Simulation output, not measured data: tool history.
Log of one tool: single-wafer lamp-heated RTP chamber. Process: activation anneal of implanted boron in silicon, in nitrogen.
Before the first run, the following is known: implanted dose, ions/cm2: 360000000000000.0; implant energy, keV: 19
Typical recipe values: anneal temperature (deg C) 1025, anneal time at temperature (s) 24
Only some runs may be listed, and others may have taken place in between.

| run | hour | anneal temperature (deg C) | anneal time at temperature (s) | read-back reference wafer on the same gauge, sheet resistance | sheet resistance of the implanted and annealed layer (ohm/square) |
|---|---|---|---|---|---|
| 1 | 0.0 | 1025 | 24 | 243.94 | 292.58 |
| 2 | 99.0 | 1031 | 14 | 244.03 | 292.41 |
|  | 152.3 | reflector plate cleaned |
|  | 177.8 | pyrometer window cleaned and pyrometer calibrated |
| 3 | 194.2 | 1031 | 14 | 243.96 | 291.98 |
| 4 | 257.6 | 1031 | 14 | 243.98 | 293.04 |
|  | 351.9 | gauge calibrated |
| 5 | 351.9 | 1041 | 24 | 243.99 | 291.23 |
|  | 425.1 | pyrometer window cleaned and pyrometer calibrated |
| 6 | 425.6 | 1041 | 24 | 244.12 | 291.40 |
| 7 | 514.2 | 1025 | 24 | 243.99 | 292.54 |
| 8 | 580.3 | 1004 | 16 | 244.01 | 297.17 |
| 9 | 644.9 | 1025 | 24 | 244.01 | 293.21 |
|  | 658.1 | reflector plate cleaned |
|  | 730.7 | pyrometer window cleaned and pyrometer calibrated |
| 10 | 744.0 | 1045 | 20 | 243.92 | 291.15 |
| 11 | 835.0 | 1035 | 24 | 244.07 | 290.71 |
| 12 | 887.5 | 1002 | 24 | 244.00 | 296.77 |
| 13 | 971.5 | 1052 | 29 | 243.96 | 289.98 |
|  | 1035.7 | pyrometer window cleaned and pyrometer calibrated |
| 14 | 1071.7 | 1025 | 24 | 244.01 | 292.85 |

Here are 3 independent what-if runs from the current tool condition. What would each one return?
| A | 1072.1 | 1025 | 24 | ? | ? |
| B | 1072.1 | 1025 | 20 | ? | ? |
| C | 1072.1 | 1053 | 35 | ? | ? |

| run | read-back reference wafer on the same gauge, sheet resistance | sheet resistance of the implanted and annealed layer (ohm/square) |
|---|---|---|
| A | 243.98 | 292.31 |
| B | 243.98 | 292.76 |
| C | 243.98 | 288.69 |
Take away the tool's hidden state, keep each run's random variation, and the runs would have read:
| run | sheet resistance of the implanted and annealed layer (ohm/square) |
|---|---|
| A | 292.31 |
| B | 292.76 |
| C | 288.69 |

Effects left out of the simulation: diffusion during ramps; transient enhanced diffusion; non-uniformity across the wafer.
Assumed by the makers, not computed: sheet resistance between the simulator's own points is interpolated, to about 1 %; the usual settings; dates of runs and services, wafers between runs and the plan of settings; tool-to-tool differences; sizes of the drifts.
